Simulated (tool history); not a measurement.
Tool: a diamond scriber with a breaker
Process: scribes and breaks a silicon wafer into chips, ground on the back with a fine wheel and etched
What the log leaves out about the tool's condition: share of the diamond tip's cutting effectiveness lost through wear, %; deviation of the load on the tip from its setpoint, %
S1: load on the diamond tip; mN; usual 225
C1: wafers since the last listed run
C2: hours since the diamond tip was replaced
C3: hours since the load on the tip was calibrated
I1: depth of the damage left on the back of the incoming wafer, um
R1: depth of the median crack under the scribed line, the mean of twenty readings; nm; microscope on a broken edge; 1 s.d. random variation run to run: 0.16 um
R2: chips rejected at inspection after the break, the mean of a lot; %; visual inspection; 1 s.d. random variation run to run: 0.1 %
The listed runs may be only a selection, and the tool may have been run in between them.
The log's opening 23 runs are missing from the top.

Run 24, hour 1903.5: usual settings; C1 234; C2 528.0; C3 1245.9; I1 0.71. Result: R1 13720 nm, R2 2.20 %.
At hour 1913.3: load on the tip recalibrated.
Run 25, hour 1984.5: usual settings but S1 186 mN; C1 288; C2 609.0; C3 71.2; I1 0.60. Result: R1 11450 nm, R2 2.16 %.
Run 26, hour 2076.1: usual settings but S1 286 mN; C1 334; C2 700.6; C3 162.8; I1 0.65. Result: R1 14330 nm, R2 3.39 %.
Run 27, hour 2152.5: usual settings but S1 280 mN; C1 278; C2 777.0; C3 239.2; I1 0.33. Result: R1 14290 nm, R2 2.87 %.
Run 28, hour 2260.0: usual settings but S1 204 mN; C1 392; C2 884.5; C3 346.7; I1 0.68. Result: R1 12720 nm, R2 1.78 %.
Run 29, hour 2320.2: usual settings; C1 219; C2 944.7; C3 406.9; I1 0.71. Result: R1 13270 nm, R2 1.71 %.
Run 30, hour 2416.5: usual settings but S1 173 mN; C1 351; C2 1041.0; C3 503.2; I1 0.43. Result: R1 11800 nm, R2 2.24 %.
At hour 2455.3: diamond tip replaced by a new one.
Run 31, hour 2479.5: usual settings; C1 222; C2 24.2; C3 566.2; I1 0.34. Result: R1 12880 nm, R2 1.89 %.
Run 32, hour 2556.0: usual settings but S1 273 mN; C1 279; C2 100.7; C3 642.7; I1 0.75. Result: R1 14800 nm, R2 3.54 %.
Run 33, hour 2648.7: usual settings; C1 338; C2 193.4; C3 735.4; I1 0.67. Result: R1 13300 nm, R2 2.11 %.
Run 34, hour 2701.6: usual settings but S1 206 mN; C1 193; C2 246.3; C3 788.3; I1 0.35. Result: R1 13050 nm, R2 1.67 %.
Run 35, hour 2784.2: usual settings but S1 193 mN; C1 301; C2 328.9; C3 870.9; I1 0.59. Result: R1 12480 nm, R2 1.84 %.
Run 36, hour 2827.7: usual settings but S1 180 mN; C1 158; C2 372.4; C3 914.4; I1 0.72. Result: R1 12130 nm, R2 1.92 %.
Run 37, hour 2887.5: usual settings but S1 171 mN; C1 218; C2 432.2; C3 974.2; I1 0.58. Result: R1 11650 nm, R2 1.87 %.
Run 38, hour 2976.2: usual settings but S1 207 mN; C1 323; C2 520.9; C3 1062.9; I1 0.61. Result: R1 13050 nm, R2 1.70 %.
Run 39, hour 3058.5: usual settings but S1 199 mN; C1 300; C2 603.2; C3 1145.2; I1 0.56. Result: R1 12870 nm, R2 1.70 %.
Run 40, hour 3141.1: usual settings but S1 170 mN; C1 301; C2 685.8; C3 1227.8; I1 0.62. Result: R1 11670 nm, R2 2.09 %.
Run 41, hour 3185.1: usual settings; C1 160; C2 729.8; C3 1271.8; I1 0.37. Result: R1 13540 nm, R2 2.03 %.

Branching from run 41: 4 alternative next runs. What would each branch give?
Run A, hour 3185.6: usual settings; C1 1; C2 730.3; C3 1272.3; I1 0.63. Result: R1 ?, R2 ?.
Run B, hour 3185.6: usual settings but S1 188 mN; C1 1; C2 730.3; C3 1272.3; I1 0.63. Result: R1 ?, R2 ?.
Run C, hour 3185.6: usual settings but S1 270 mN; C1 1; C2 730.3; C3 1272.3; I1 0.63. Result: R1 ?, R2 ?.
Run D, hour 3185.6: usual settings but S1 195 mN; C1 1; C2 730.3; C3 1272.3; I1 0.63. Result: R1 ?, R2 ?.

run     R1    R2
  A  13290  1.98
  B  12280  1.68
  C  14470  3.41
  D  12480  1.66
Stripped of hidden state, with their random variation kept, the same runs would have yielded:
run     R1    R2
  A  12480  1.66
  B  11540  2.16
  C  13590  2.24
  D  11720  1.98
